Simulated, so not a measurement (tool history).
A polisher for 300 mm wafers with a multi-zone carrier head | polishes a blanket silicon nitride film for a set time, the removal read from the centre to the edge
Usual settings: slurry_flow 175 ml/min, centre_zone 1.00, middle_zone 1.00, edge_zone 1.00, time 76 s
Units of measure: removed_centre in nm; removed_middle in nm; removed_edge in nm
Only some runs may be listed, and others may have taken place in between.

run   hour  slurry_flow  centre_zone  middle_zone  edge_zone  time  incoming thickness of the incoming film, nm  removed_centre  removed_middle  removed_edge
  1    0.0          175         0.95         1.00       1.00    76                                        832.3           163.9           184.2         176.4
  2   28.1          175         1.00         1.00       1.00    76                                        851.8           170.7           178.3         175.9
  3   45.2          175         1.00         1.00       1.00    76                                        867.0           169.4           181.6         175.3
  4   67.1          220         1.00         0.95       1.00   101                                        831.6           233.9           228.9         236.5
  5   84.8          175         1.00         1.00       1.00    76                                        860.7           169.5           177.5         177.3
  6   99.6          175         1.00         1.00       1.00    76                                        836.6           169.5           178.4         176.9
  7  131.8          155         1.00         1.08       0.96    76                                        865.7           173.5           192.9         172.8
  8  145.3          175         1.12         1.00       1.00    76                                        841.8           196.2           181.9         178.6
  9  157.9          155         1.00         1.07       1.00   103                                        857.0           228.1           249.8         237.3
 10  186.3          175         1.00         1.00       1.00    76                                        850.2           169.3           185.4         176.3
 11  214.6          210         1.00         1.00       1.12    84                                        854.7           194.1           205.5         209.1
 12  250.2          175         1.00         1.00       1.00    76                                        858.0           169.2           180.8         174.0
 13  284.2          225         1.10         1.00       0.93    76                                        832.5           194.5           180.0         170.6
 14  304.8          195         0.89         1.00       1.00    76                                        838.0           160.9           191.6         183.8
 15  338.6          175         0.93         1.00       1.00    63                                        857.2           134.9           151.6         148.9
 16  373.0          175         1.00         1.00       1.00    88                                        848.0           198.1           212.5         205.3
 17  389.0          175         1.00         1.07       1.07    76                                        858.2           172.0           189.4         181.2
 18  419.6          175         0.94         1.08       1.00    66                                        835.3           140.0           168.7         150.4
 19  452.7          140         1.05         1.03       1.00    53                                        856.1           123.6           125.2         118.9
 20  484.8          175         1.00         1.00       1.00    76                                        862.6           175.6           186.0         181.4
 21  512.6          195         0.89         1.00       1.00    76                                        848.4           157.9           187.9         180.5
 22  542.9          115         1.00         0.96       0.93    76                                        843.8           163.6           170.6         165.3

The log once held 8 entries between its listed runs, left out of this copy. Where does each go, and what is different about the tool's unlogged condition between the listed run before it and the listed run after it?
From run 1 to run 2: slurry nozzle cleaned (hour 11.6); carrier head's membrane replaced by a new one (hour 22.4)
  removal rate lost through wear of the pad, %: 3.72 -> 4.09
  the result without the hidden state subtracted from the measured one, removed_centre: -6.3 -> -7.3 nm; removed_middle: -7.2 -> -7.6 nm; removed_edge: -6.8 -> -7.5 nm
From run 6 to run 7: worn pad replaced by a new one (hour 103.6)
  removal rate lost through wear of the pad, %: 4.53 -> 1.89
  the result without the hidden state subtracted from the measured one, removed_centre: -8.0 -> -3.3 nm; removed_middle: -8.5 -> -3.7 nm; removed_edge: -8.4 -> -3.4 nm
From run 10 to run 11: centre zone pressure recalibrated (hour 197.8)
  removal rate lost through wear of the pad, %: 3.54 -> 3.96
  the result without the hidden state subtracted from the measured one, removed_centre: -6.2 -> -8.0 nm; removed_middle: -6.8 -> -8.5 nm; removed_edge: -6.5 -> -8.6 nm
From run 13 to run 14: worn pad replaced by a new one (hour 298.9)
  removal rate lost through wear of the pad, %: 4.45 -> 0.523
  the result without the hidden state subtracted from the measured one, removed_centre: -9.0 -> -0.9 nm; removed_middle: -8.4 -> -1.1 nm; removed_edge: -7.9 -> -1.0 nm
From run 14 to run 15: edge zone pressure recalibrated (hour 320.2)
  removal rate lost through wear of the pad, %: 0.523 -> 2.24
  the result without the hidden state subtracted from the measured one, removed_centre: -0.9 -> -3.1 nm; removed_middle: -1.1 -> -3.5 nm; removed_edge: -1.0 -> -3.4 nm
From run 15 to run 16: slurry nozzle cleaned (hour 366.9)
  removal rate lost through wear of the pad, %: 2.24 -> 3.24
  the result without the hidden state subtracted from the measured one, removed_centre: -3.1 -> -6.7 nm; removed_middle: -3.5 -> -7.1 nm; removed_edge: -3.4 -> -6.9 nm
From run 19 to run 20: worn pad replaced by a new one (hour 474.1)
  removal rate lost through wear of the pad, %: 4.2 -> 0.9
  the result without the hidden state subtracted from the measured one, removed_centre: -5.4 -> -1.6 nm; removed_middle: -5.5 -> -1.7 nm; removed_edge: -5.2 -> -1.7 nm
